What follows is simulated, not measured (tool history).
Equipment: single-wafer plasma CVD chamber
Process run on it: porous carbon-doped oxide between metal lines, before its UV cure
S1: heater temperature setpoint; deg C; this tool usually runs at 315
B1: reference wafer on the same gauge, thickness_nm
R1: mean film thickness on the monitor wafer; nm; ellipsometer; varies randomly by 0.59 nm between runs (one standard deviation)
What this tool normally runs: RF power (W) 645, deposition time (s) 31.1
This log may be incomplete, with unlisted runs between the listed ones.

Run 1, hour 0: usual settings but S1 307 deg C, deposition time (s) 27.3; B1 190.972. Result: R1 189.51 nm.
Run 2, hour 61.3: usual settings but S1 307 deg C, deposition time (s) 27.3; B1 191.121. Result: R1 189.713 nm.
Run 3, hour 164.3: usual settings but S1 307 deg C, deposition time (s) 27.3; B1 191.216. Result: R1 190.168 nm.
Run 4, hour 227.4: usual settings but deposition time (s) 33.1; B1 190.941. Result: R1 221.592 nm.
Run 5, hour 280.3: usual settings but deposition time (s) 33.1; B1 190.812. Result: R1 219.264 nm.
Run 6, hour 319.7: usual settings; B1 191.053. Result: R1 207.302 nm.
Run 7, hour 424.8: usual settings; B1 191.27. Result: R1 207.694 nm.
Run 8, hour 506.1: usual settings; B1 190.963. Result: R1 206.763 nm.
Run 9, hour 554.8: usual settings but RF power (W) 600; B1 191.039. Result: R1 199.712 nm.
Run 10, hour 655.1: usual settings but RF power (W) 600; B1 190.84. Result: R1 199.157 nm.
Run 11, hour 709.5: usual settings but RF power (W) 600; B1 191.074. Result: R1 198.024 nm.
Run 12, hour 785: usual settings; B1 191.062. Result: R1 206.553 nm.
Run 13, hour 821.8: usual settings; B1 190.974. Result: R1 206.383 nm.
Run 14, hour 883.8: usual settings but S1 307 deg C, deposition time (s) 32.9; B1 191.189. Result: R1 225.409 nm.
Run 15, hour 943.9: usual settings but S1 307 deg C, deposition time (s) 32.9; B1 190.927. Result: R1 226.842 nm.
Run 16, hour 1002: usual settings but RF power (W) 735, deposition time (s) 37.3; B1 190.961. Result: R1 262.048 nm.
Run 17, hour 1059: usual settings but S1 326 deg C, RF power (W) 550, deposition time (s) 36.3; B1 191.033. Result: R1 209.54 nm.
At hour 1092.3: gauge calibrated.
Run 18, hour 1130.4: usual settings but RF power (W) 565, deposition time (s) 36.9; B1 190.871. Result: R1 227.405 nm.
Run 19, hour 1179: usual settings but S1 303 deg C; B1 191.16. Result: R1 216.789 nm.
Run 20, hour 1233.4: usual settings but S1 301 deg C, RF power (W) 545, deposition time (s) 29.2; B1 190.776. Result: R1 188.73 nm.
Run 21, hour 1330.9: usual settings; B1 191.054. Result: R1 205.257 nm.
Run 22, hour 1398: usual settings; B1 190.692. Result: R1 205.119 nm.
Run 23, hour 1482.6: usual settings but RF power (W) 555, deposition time (s) 33.8; B1 191.089. Result: R1 205.536 nm.
Run 24, hour 1541.4: usual settings but deposition time (s) 28.3; B1 190.987. Result: R1 185.335 nm.
At hour 1579.7: thermocouple changed; heater temperature recalibrated.
Run 25, hour 1856.5: usual settings but S1 305 deg C, RF power (W) 695, deposition time (s) 33.6; B1 190.937. Result: R1 237.779 nm.
At hour 1881.2: RF generator calibrated.
At hour 1953.4: showerhead replaced.
Run 26, hour 1955.2: usual settings; B1 190.957. Result: R1 207.821 nm.
Run 27, hour 2061.7: usual settings but S1 311 deg C, RF power (W) 595; B1 191.143. Result: R1 203.952 nm.
Run 28, hour 2108.8: usual settings; B1 190.743. Result: R1 208.123 nm.
Run 29, hour 2181.5: usual settings but S1 311 deg C, RF power (W) 560; B1 191.212. Result: R1 198.224 nm.
Run 30, hour 2319.8: usual settings but S1 320 deg C, RF power (W) 590, deposition time (s) 27.3; B1 190.719. Result: R1 172.647 nm.
Run 31, hour 2392.3: usual settings but S1 303 deg C, RF power (W) 685, deposition time (s) 27.1; B1 191.132. Result: R1 198.399 nm.
Run 32, hour 2471.7: usual settings but S1 302 deg C, RF power (W) 555; B1 191.1. Result: R1 205.134 nm.
Run 33, hour 2512: usual settings but S1 306 deg C, RF power (W) 700, deposition time (s) 33.6; B1 190.948. Result: R1 243.379 nm.
Run 34, hour 2617.3: usual settings but S1 321 deg C, RF power (W) 715; B1 191.262. Result: R1 213.973 nm.

Measured minus without-hidden-state, run by run (identical run-to-run variation in each term; gauge scatter may differ):
Hidden state present: wafer temperature above the value expected at the setpoint (K); delivered RF power above the setpoint (%); gauge reads high (%).
run      R1
  1  -0.985
  2   -1.02
  3  -1.096
  4  -1.342
  5  -1.389
  6  -1.362
  7  -1.508
  8   -1.63
  9  -1.655
 10  -1.834
 11  -1.932
 12  -2.182
 13  -2.268
 14  -2.644
 15  -2.833
 16  -3.422
 17  -2.947
 18  -3.437
 19   -3.44
 20  -3.159
 21  -3.775
 22   -4.02
 23  -4.356
 24  -4.143
 25  -6.858
 26  -0.058
 27  -0.087
 28  -0.111
 29  -0.146
 30  -0.221
 31  -0.323
 32  -0.436
 33  -0.573
 34  -0.667
